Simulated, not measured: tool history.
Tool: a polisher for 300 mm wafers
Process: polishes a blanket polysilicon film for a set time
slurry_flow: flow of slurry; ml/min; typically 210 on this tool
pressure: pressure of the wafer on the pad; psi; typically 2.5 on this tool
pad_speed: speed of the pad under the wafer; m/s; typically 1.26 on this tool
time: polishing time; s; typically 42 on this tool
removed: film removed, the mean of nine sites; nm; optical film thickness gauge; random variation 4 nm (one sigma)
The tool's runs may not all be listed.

| run | hour | slurry_flow | pressure | pad_speed | time | incoming thickness of the incoming film, nm | removed |
|---|---|---|---|---|---|---|---|
| 1 | 0.0 | 210 | 2.5 | 1.26 | 42 | 1646.7 | 365.0 |
| 2 | 20.9 | 210 | 2.5 | 1.26 | 42 | 1641.7 | 367.4 |
| 3 | 53.3 | 210 | 2.5 | 1.26 | 42 | 1599.5 | 366.5 |
|  | 71.5 | worn pad replaced by a new one |
| 4 | 72.0 | 210 | 2.5 | 1.26 | 42 | 1605.7 | 405.3 |
| 5 | 83.2 | 210 | 2.5 | 1.26 | 42 | 1594.6 | 391.9 |
| 6 | 111.9 | 210 | 2.5 | 1.26 | 42 | 1614.1 | 382.0 |
| 7 | 147.7 | 190 | 2.5 | 1.26 | 42 | 1618.1 | 370.4 |
| 8 | 171.1 | 190 | 2.5 | 1.26 | 42 | 1632.8 | 355.0 |
| 9 | 199.0 | 190 | 2.5 | 1.26 | 42 | 1621.2 | 358.7 |
|  | 207.8 | worn pad replaced by a new one |
| 10 | 220.7 | 265 | 2.5 | 1.26 | 42 | 1606.8 | 403.5 |
| 11 | 236.2 | 265 | 2.5 | 1.26 | 42 | 1597.2 | 392.0 |
| 12 | 264.9 | 210 | 2.5 | 1.26 | 42 | 1595.1 | 377.2 |
| 13 | 287.6 | 210 | 2.5 | 1.26 | 42 | 1612.0 | 367.7 |
| 14 | 308.1 | 210 | 2.5 | 1.26 | 42 | 1631.2 | 363.3 |
| 15 | 326.8 | 210 | 2.5 | 1.26 | 42 | 1634.7 | 369.5 |
|  | 336.8 | worn pad replaced by a new one |
| 16 | 349.2 | 210 | 2.5 | 1.26 | 42 | 1596.7 | 395.8 |
| 17 | 370.2 | 210 | 2.5 | 1.10 | 42 | 1619.5 | 340.9 |
| 18 | 385.3 | 210 | 2.0 | 0.88 | 42 | 1628.0 | 215.3 |
| 19 | 418.8 | 210 | 2.5 | 1.26 | 42 | 1615.4 | 375.4 |
| 20 | 449.1 | 210 | 2.5 | 1.26 | 29 | 1626.4 | 253.1 |
|  | 459.1 | head pressure recalibrated |
|  | 465.5 | worn pad replaced by a new one |
| 21 | 471.0 | 280 | 2.5 | 0.84 | 37 | 1615.0 | 238.3 |
| 22 | 485.5 | 210 | 2.5 | 1.26 | 42 | 1599.5 | 385.6 |
|  | 517.5 | slurry nozzle cleaned |
| 23 | 521.4 | 210 | 2.2 | 1.64 | 57 | 1604.3 | 579.0 |
| 24 | 555.3 | 155 | 1.9 | 0.98 | 42 | 1652.6 | 211.3 |
| 25 | 582.8 | 210 | 2.5 | 1.26 | 34 | 1614.6 | 294.7 |
| 26 | 598.6 | 270 | 2.5 | 1.26 | 28 | 1614.7 | 249.3 |
|  | 611.9 | worn pad replaced by a new one |
| 27 | 619.1 | 210 | 2.5 | 1.26 | 42 | 1588.3 | 399.1 |
| 28 | 641.3 | 210 | 2.5 | 1.26 | 47 | 1640.7 | 433.9 |
| 29 | 669.6 | 210 | 2.5 | 1.26 | 42 | 1634.3 | 372.4 |
| 30 | 688.7 | 140 | 2.5 | 1.26 | 33 | 1649.8 | 270.7 |
| 31 | 702.3 | 210 | 2.5 | 1.26 | 42 | 1636.7 | 360.7 |
| 32 | 715.5 | 210 | 1.9 | 1.26 | 42 | 1607.3 | 276.8 |
| 33 | 747.0 | 255 | 1.7 | 0.88 | 42 | 1624.1 | 176.9 |

For each run, the measured value with the value that run would have given without the tool's hidden condition subtracted. The run-to-run variation is shared by both, the gauge scatter possibly not:
Hidden conditions of the tool in this case: removal rate lost through wear of the pad, %; slurry flow missing at the pad, %; deviation of the head's pressure from its setpoint, %.
| run | removed |
|---|---|
| 1 | -36.8 |
| 2 | -39.3 |
| 3 | -41.4 |
| 4 | -3.0 |
| 5 | -11.5 |
| 6 | -26.7 |
| 7 | -36.4 |
| 8 | -38.7 |
| 9 | -41.8 |
| 10 | -14.7 |
| 11 | -23.7 |
| 12 | -34.3 |
| 13 | -38.9 |
| 14 | -41.8 |
| 15 | -44.5 |
| 16 | -11.0 |
| 17 | -20.1 |
| 18 | -16.2 |
| 19 | -37.0 |
| 20 | -27.8 |
| 21 | -6.0 |
| 22 | -19.8 |
| 23 | -54.2 |
| 24 | -24.1 |
| 25 | -36.4 |
| 26 | -31.8 |
| 27 | -13.7 |
| 28 | -30.8 |
| 29 | -37.7 |
| 30 | -30.9 |
| 31 | -43.7 |
| 32 | -35.0 |
| 33 | -23.7 |
